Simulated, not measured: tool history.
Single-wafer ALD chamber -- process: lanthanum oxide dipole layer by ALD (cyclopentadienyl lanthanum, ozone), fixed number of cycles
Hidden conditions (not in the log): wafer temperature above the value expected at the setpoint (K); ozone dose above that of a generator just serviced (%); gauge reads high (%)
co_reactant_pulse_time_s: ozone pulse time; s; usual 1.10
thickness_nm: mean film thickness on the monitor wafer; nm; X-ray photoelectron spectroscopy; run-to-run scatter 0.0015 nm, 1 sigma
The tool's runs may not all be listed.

run	hour	co_reactant_pulse_time_s	wafers since the last listed run	hours since the last thermocouple change	hours since the last ozone generator service	hours since the showerhead was replaced	hours since the gauge calibration	read-back reference wafer on the same gauge, thickness_nm	thickness_nm
1	0.0	1.10	0	1533.8	586.0	4304.2	542.6	0.617	0.528
2	56.3	1.33	732	1590.1	642.3	4360.5	598.9	0.617	0.549
3	101.6	1.33	589	1635.4	687.6	4405.8	644.2	0.617	0.549
4	151.3	1.10	646	1685.1	737.3	4455.5	693.9	0.617	0.528
5	185.8	1.10	448	1719.6	771.8	4490.0	728.4	0.617	0.529
# hour 212.9: ozone generator serviced
6	231.6	1.10	491	1765.4	18.7	4535.8	774.2	0.616	0.540
7	279.1	1.10	618	1812.9	66.2	4583.3	821.7	0.617	0.536
# hour 304.1: showerhead replaced
8	331.1	1.10	572	1864.9	118.2	27.0	873.7	0.617	0.539
# hour 343.9: thermocouple changed; heater temperature recalibrated
9	363.0	1.10	311	19.1	150.1	58.9	905.6	0.616	0.533
10	393.6	1.10	398	49.7	180.7	89.5	936.2	0.617	0.535
11	447.8	1.10	705	103.9	234.9	143.7	990.4	0.617	0.537
12	486.9	0.93	508	143.0	274.0	182.8	1029.5	0.617	0.515
13	529.7	1.10	556	185.8	316.8	225.6	1072.3	0.618	0.535
# hour 573.1: gauge calibrated
14	600.9	1.23	926	257.0	388.0	296.8	27.8	0.617	0.546
15	650.6	1.10	646	306.7	437.7	346.5	77.5	0.617	0.532
16	712.6	1.10	806	368.7	499.7	408.5	139.5	0.617	0.530
17	753.5	1.38	532	409.6	540.6	449.4	180.4	0.617	0.557
18	813.6	1.10	782	469.7	600.7	509.5	240.5	0.617	0.532
19	856.4	0.86	556	512.5	643.5	552.3	283.3	0.618	0.503
# hour 901.7: ozone generator serviced
20	925.8	0.98	799	581.9	24.1	621.7	352.7	0.617	0.525
21	957.8	1.32	416	613.9	56.1	653.7	384.7	0.617	0.554
22	984.2	1.52	343	640.3	82.5	680.1	411.1	0.617	0.568
23	1049.2	1.10	845	705.3	147.5	745.1	476.1	0.617	0.534
24	1194.3	1.10	1888	850.4	292.6	890.2	621.2	0.617	0.535
25	1236.4	1.34	547	892.5	334.7	932.3	663.3	0.617	0.556
26	1278.8	0.77	551	934.9	377.1	974.7	705.7	0.617	0.491
27	1321.2	1.45	551	977.3	419.5	1017.1	748.1	0.617	0.561
28	1365.5	1.47	576	1021.6	463.8	1061.4	792.4	0.617	0.562
29	1395.7	0.97	393	1051.8	494.0	1091.6	822.6	0.617	0.517
30	1445.3	1.34	645	1101.4	543.6	1141.2	872.2	0.617	0.553
31	1475.4	0.95	391	1131.5	573.7	1171.3	902.3	0.617	0.514
32	1509.0	0.84	437	1165.1	607.3	1204.9	935.9	0.617	0.500
33	1576.7	0.88	881	1232.8	675.0	1272.6	1003.6	0.617	0.503

Estimate the outcome of run 34 from the log above:
34	1654.2	1.10	1008	1310.3	752.5	1350.1	1081.1	?	?

{"run 34": {"read-back reference wafer on the same gauge, thickness_nm": 0.617, "thickness_nm": 0.53}}
With the hidden condition absent and the run-to-run variation left alone, this run would have shown thickness_nm 0.539 nm.

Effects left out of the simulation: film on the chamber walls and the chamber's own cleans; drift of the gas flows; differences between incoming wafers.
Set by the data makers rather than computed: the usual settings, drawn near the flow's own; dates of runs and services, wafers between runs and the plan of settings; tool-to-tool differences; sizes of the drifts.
